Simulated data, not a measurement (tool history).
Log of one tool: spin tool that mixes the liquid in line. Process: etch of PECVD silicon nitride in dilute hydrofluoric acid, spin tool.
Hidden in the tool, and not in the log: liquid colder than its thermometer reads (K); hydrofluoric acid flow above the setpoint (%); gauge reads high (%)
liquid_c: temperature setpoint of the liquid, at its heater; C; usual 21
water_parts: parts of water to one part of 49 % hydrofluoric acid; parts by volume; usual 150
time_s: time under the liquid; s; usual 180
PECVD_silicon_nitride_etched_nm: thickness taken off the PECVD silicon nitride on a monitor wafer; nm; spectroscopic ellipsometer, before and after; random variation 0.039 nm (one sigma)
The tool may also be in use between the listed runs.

run,hour,liquid_c,water_parts,time_s,wafers since the last listed run,hours since the thermometer was replaced,hours since the hydrofluoric acid flow meter was replaced,hours since the gauge calibration,"read-back film thickness of the PECVD silicon nitride reference wafer, read on the same gauge (nm)",PECVD_silicon_nitride_etched_nm
1,0,21,150,145,0,2613.2,167.2,595.5,79.97,4.21
2,28.4,21,150,180,161,2641.6,195.6,623.9,80.01,5.23
3,53.8,21,150,180,144,2667,221,649.3,80,5.21
# hour 61.8: gauge calibrated
4,71.4,21,150,180,100,2684.6,238.6,9.6,79.98,5.21
5,94.6,21,150,180,132,2707.8,261.8,32.8,79.99,5.21
6,110.4,21,150,180,89,2723.6,277.6,48.6,80,5.26
7,144.6,21,150,180,194,2757.8,311.8,82.8,79.99,5.27
8,171.9,21,150,180,155,2785.1,339.1,110.1,80.02,5.2
9,200.7,21,150,180,164,2813.9,367.9,138.9,80,5.15
10,235.8,18,150,180,199,2849,403,174,80,4.22
11,265.4,18,150,180,168,2878.6,432.6,203.6,79.98,4.2
# hour 363.2: thermometer replaced
12,366.5,18,150,180,570,3.3,533.7,304.7,79.99,4.93
13,386.3,21,150,180,112,23.1,553.5,324.5,80,6.03
14,417.5,21,150,180,177,54.3,584.7,355.7,80.05,5.92
15,440.6,21,150,180,131,77.4,607.8,378.8,80,6.02
16,458.2,21,205,180,100,95,625.4,396.4,80.02,4.39
17,482.1,21,150,180,136,118.9,649.3,420.3,80.01,5.95
18,507.3,21,90,265,143,144.1,674.5,445.5,80.01,14.37
19,542.4,23.5,150,180,199,179.2,709.6,480.6,80.03,7.02
20,566,21,220,150,134,202.8,733.2,504.2,80.03,3.36
21,590,21,150,260,136,226.8,757.2,528.2,80.02,8.49
# hour 601.2: hydrofluoric acid flow meter replaced
# hour 621.2: gauge calibrated
22,685.1,19.5,150,150,535,321.9,83.9,63.9,80.02,4.44
23,740.5,19.5,180,225,315,377.3,139.3,119.3,80,5.52
24,770.6,18,205,115,171,407.4,169.4,149.4,79.97,2.26
25,793.1,21,150,180,128,429.9,191.9,171.9,79.99,5.78
26,826.3,21,190,120,189,463.1,225.1,205.1,80.02,3.1
27,847.8,22.5,150,75,122,484.6,246.6,226.6,80.04,2.68
28,862.6,19.5,150,180,84,499.4,261.4,241.4,79.99,5.33
29,882.6,21,150,180,113,519.4,281.4,261.4,80,5.73
30,939.5,18,205,115,324,576.3,338.3,318.3,79.99,2.24
31,966.6,17,80,180,154,603.4,365.4,345.4,79.99,8.11
32,982.3,18.5,105,215,89,619.1,381.1,361.1,80.01,8.29

Forecast each of these 5 alternatives for the next run:
A,982.8,18.5,150,180,2,619.6,381.6,361.6,?,?
B,982.8,21,190,70,2,619.6,381.6,361.6,?,?
C,982.8,24.5,150,180,2,619.6,381.6,361.6,?,?
D,982.8,24,205,180,2,619.6,381.6,361.6,?,?
E,982.8,19.5,150,115,2,619.6,381.6,361.6,?,?

run,"read-back film thickness of the PECVD silicon nitride reference wafer, read on the same gauge (nm)",PECVD_silicon_nitride_etched_nm
A,80.02,4.88
B,80.02,1.78
C,80.02,7.27
D,80.02,5.17
E,80.02,3.34
Without the tool's hidden state the same runs would have given:
run,PECVD_silicon_nitride_etched_nm
A,5.15
B,1.88
C,7.65
D,5.44
E,3.52
